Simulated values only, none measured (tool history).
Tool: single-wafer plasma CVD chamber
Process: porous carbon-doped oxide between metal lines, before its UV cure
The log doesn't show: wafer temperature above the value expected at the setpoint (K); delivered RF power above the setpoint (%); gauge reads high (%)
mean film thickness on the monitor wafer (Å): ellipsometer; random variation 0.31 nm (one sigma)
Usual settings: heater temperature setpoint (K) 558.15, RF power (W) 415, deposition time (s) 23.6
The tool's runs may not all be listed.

run    hour  heater temperature setpoint (K)  RF power (W)  deposition time (s)  wafers since the last listed run  hours since the last thermocouple change  hours since the last RF generator calibration  hours since the showerhead was replaced  hours since the gauge calibration  read-back reference wafer on the same gauge, thickness_nm  mean film thickness on the monitor wafer (Å)
  1       0                           558.15           415                 22.3                                 0                                    2705.6                                         2140.9                                   4560.8                              356.4                                                    118.053                                        997.59
  2    44.3                           558.15           415                 22.3                               900                                    2749.9                                         2185.2                                   4605.1                              400.7                                                    118.012                                       1001.45
  3    85.9                           563.15           415                 23.6                               845                                    2791.5                                         2226.8                                   4646.7                              442.3                                                    117.945                                       1029.97
  4   122.6                           563.15           415                 23.6                               745                                    2828.2                                         2263.5                                   4683.4                                479                                                    117.997                                       1030.96
  5   178.3                           563.15           415                 23.6                              1131                                    2883.9                                         2319.2                                   4739.1                              534.7                                                    118.035                                       1029.24
  6     227                           546.15           415                 23.6                               989                                    2932.6                                         2367.9                                   4787.8                              583.4                                                    118.024                                       1125.36
  7   293.6                           558.15           415                 23.6                              1353                                    2999.2                                         2434.5                                   4854.4                                650                                                        118                                          1048
      314.5  -- RF generator calibrated
      322.6  -- thermocouple changed; heater temperature recalibrated
  8   346.3                           558.15           415                 23.6                               745                                      23.7                                           31.8                                   4907.1                              702.7                                                    118.076                                       1145.57
  9     394                           558.15           415                 23.6                               969                                      71.4                                           79.5                                   4954.8                              750.4                                                    117.989                                       1146.49
 10   430.4                           558.15           380                 23.6                               739                                     107.8                                          115.9                                   4991.2                              786.8                                                    118.065                                       1064.74
      477.1  -- gauge calibrated
 11     490                           558.15           460                 20.3                              1211                                     167.4                                          175.5                                   5050.8                               12.9                                                    117.908                                       1063.31
 12   630.6                           551.15           375                 19.1                              2857                                       308                                          316.1                                   5191.4                              153.5                                                    118.011                                        881.43
 13   702.1                           558.15           415                 23.6                              1453                                     379.5                                          387.6                                   5262.9                                225                                                    118.007                                          1121
 14   735.4                           558.15           415                 23.6                               676                                     412.8                                          420.9                                   5296.2                              258.3                                                    118.053                                        1115.6
      787.8  -- showerhead replaced
 15     793                           558.15           455                 26.4                              1008                                     470.4                                          478.5                                      5.2                              315.9                                                    118.077                                       1339.16
 16   845.1                           543.15           450                 23.6                              1058                                     522.5                                          530.6                                     57.3                                368                                                        118                                        1295.3
 17   894.2                           558.15           415                 22.3                               997                                     571.6                                          579.7                                    106.4                              417.1                                                     117.96                                       1052.77
 18   928.4                           558.15           490                 23.6                               695                                     605.8                                          613.9                                    140.6                              451.3                                                    118.067                                       1263.22
 19   984.1                           558.15           415                 20.9                              1131                                     661.5                                          669.6                                    196.3                                507                                                    117.986                                        982.67
 20  1039.7                           567.15           415                 24.9                              1129                                     717.1                                          725.2                                    251.9                              562.6                                                    117.998                                       1106.07

The tool's hidden state at each run:
gauge reads high (%): 0 in every run
H1: wafer temperature above the value expected at the setpoint (K)
H2: delivered RF power above the setpoint (%)
run     H1      H2
  1   5.85   -6.68
  2   5.95    -6.7
  3   6.05   -6.72
  4   6.13   -6.74
  5   6.25   -6.77
  6   6.36   -6.79
  7   6.51   -6.82
  8  0.434  -0.469
  9   0.54  -0.829
 10  0.622   -1.09
 11  0.755   -1.49
 12   1.07   -2.34
 13   1.23   -2.71
 14    1.3   -2.88
 15   1.43   -3.15
 16   1.55   -3.37
 17   1.66   -3.58
 18   1.73   -3.71
 19   1.86   -3.92
 20   1.98   -4.11
